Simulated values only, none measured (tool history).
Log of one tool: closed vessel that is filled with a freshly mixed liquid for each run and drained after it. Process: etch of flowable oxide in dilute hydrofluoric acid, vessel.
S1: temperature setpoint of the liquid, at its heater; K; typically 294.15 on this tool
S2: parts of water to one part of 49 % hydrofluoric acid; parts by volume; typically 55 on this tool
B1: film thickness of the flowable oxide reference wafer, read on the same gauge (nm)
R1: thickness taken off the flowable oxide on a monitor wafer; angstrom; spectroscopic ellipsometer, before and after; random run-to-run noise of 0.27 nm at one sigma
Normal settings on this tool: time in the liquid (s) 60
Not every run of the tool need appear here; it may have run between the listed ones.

Run 1, day 0: usual settings but S1 295.15 K; B1 59.99. Result: R1 422.7 angstrom.
Run 2, day 0.321: usual settings but S1 295.15 K; B1 60. Result: R1 422.4 angstrom.
Run 3, day 0.858: usual settings but S2 75 parts by volume; B1 60.02. Result: R1 289.3 angstrom.
Run 4, day 1.479: usual settings but S2 75 parts by volume; B1 59.98. Result: R1 286 angstrom.
Run 5, day 1.742: usual settings but S1 297.15 K; B1 60.01. Result: R1 457 angstrom.
Run 6, day 2.288: usual settings but time in the liquid (s) 85; B1 60.02. Result: R1 576.2 angstrom.
Run 7, day 2.758: usual settings but time in the liquid (s) 85; B1 60. Result: R1 574 angstrom.
Run 8, day 4.617: usual settings but S1 291.15 K; B1 60.02. Result: R1 355.5 angstrom.
Run 9, day 5.671: usual settings but S1 291.15 K; B1 59.95. Result: R1 357.8 angstrom.
Run 10, day 6.129: usual settings but S1 291.15 K; B1 59.99. Result: R1 376.3 angstrom.
Run 11, day 7.921: usual settings; B1 60.05. Result: R1 428 angstrom.
Run 12, day 8.267: usual settings; B1 60.02. Result: R1 429.3 angstrom.
Run 13, day 8.679: usual settings; B1 59.99. Result: R1 431.7 angstrom.
Run 14, day 8.954: usual settings; B1 60. Result: R1 429.3 angstrom.
Run 15, day 9.471: usual settings but S1 298.65 K, time in the liquid (s) 30; B1 59.98. Result: R1 258 angstrom.
Run 16, day 10.179: usual settings but time in the liquid (s) 80; B1 60. Result: R1 515 angstrom.
Run 17, day 10.504: usual settings but S1 297.15 K, S2 75 parts by volume, time in the liquid (s) 95; B1 60. Result: R1 493.2 angstrom.
Run 18, day 10.938: usual settings but S1 297.65 K, S2 35 parts by volume, time in the liquid (s) 80; B1 59.99. Result: R1 960.5 angstrom.
Run 19, day 11.583: usual settings; B1 59.97. Result: R1 388.7 angstrom.
Run 20, day 12.321: usual settings; B1 59.98. Result: R1 383.1 angstrom.
Run 21, day 12.954: usual settings but time in the liquid (s) 85; B1 60. Result: R1 544.2 angstrom.
Run 22, day 13.75: usual settings but S2 65 parts by volume; B1 60. Result: R1 322.6 angstrom.
Run 23, day 14.196: usual settings but S1 290.15 K, S2 30 parts by volume, time in the liquid (s) 80; B1 59.99. Result: R1 826.8 angstrom.
Run 24, day 14.558: usual settings but S2 30 parts by volume; B1 59.98. Result: R1 732.7 angstrom.
Run 25, day 15.05: usual settings but S1 290.65 K, S2 35 parts by volume, time in the liquid (s) 85; B1 60. Result: R1 758.6 angstrom.
Run 26, day 15.604: usual settings; B1 60.01. Result: R1 390 angstrom.
Run 27, day 16.104: usual settings but S1 290.15 K, S2 75 parts by volume; B1 59.98. Result: R1 235.1 angstrom.
Run 28, day 16.704: usual settings but S2 40 parts by volume; B1 60.01. Result: R1 551.6 angstrom.
Run 29, day 17.217: usual settings but S1 296.15 K; B1 59.99. Result: R1 417.5 angstrom.
Run 30, day 17.654: usual settings but S1 290.15 K, S2 70 parts by volume; B1 60.02. Result: R1 256 angstrom.
Run 31, day 18.046: usual settings but S1 290.15 K, time in the liquid (s) 75; B1 60.01. Result: R1 414.5 angstrom.
Run 32, day 18.425: usual settings but S1 290.65 K, S2 70 parts by volume; B1 59.98. Result: R1 265 angstrom.
Run 33, day 19.104: usual settings but S1 299.15 K, S2 30 parts by volume, time in the liquid (s) 90; B1 59.98. Result: R1 1377.5 angstrom.

Taken out of this log: 4 entries between the listed runs. Where each belongs, and how the hidden state differs across it:
After run 9, before run 10: hydrofluoric acid flow meter replaced (day 5.892)
  hydrofluoric acid flow above the setpoint (%): 6.39 -> 11.1
  measured less the result without the state, R1: +22.7 -> +39.6 angstrom
After run 15, before run 16: gauge calibrated (day 9.621); hydrofluoric acid flow meter replaced, repeated, since the last time left the tool worse (day 10.125)
  hydrofluoric acid flow above the setpoint (%): 11.9 -> 0.688
  measured less the result without the state, R1: +29.3 -> +3.8 angstrom
After run 18, before run 19: thermometer replaced (day 11.517)
  hydrofluoric acid flow above the setpoint (%): 0.883 -> 1.05
  measured less the result without the state, R1: +8.9 -> +4.3 angstrom

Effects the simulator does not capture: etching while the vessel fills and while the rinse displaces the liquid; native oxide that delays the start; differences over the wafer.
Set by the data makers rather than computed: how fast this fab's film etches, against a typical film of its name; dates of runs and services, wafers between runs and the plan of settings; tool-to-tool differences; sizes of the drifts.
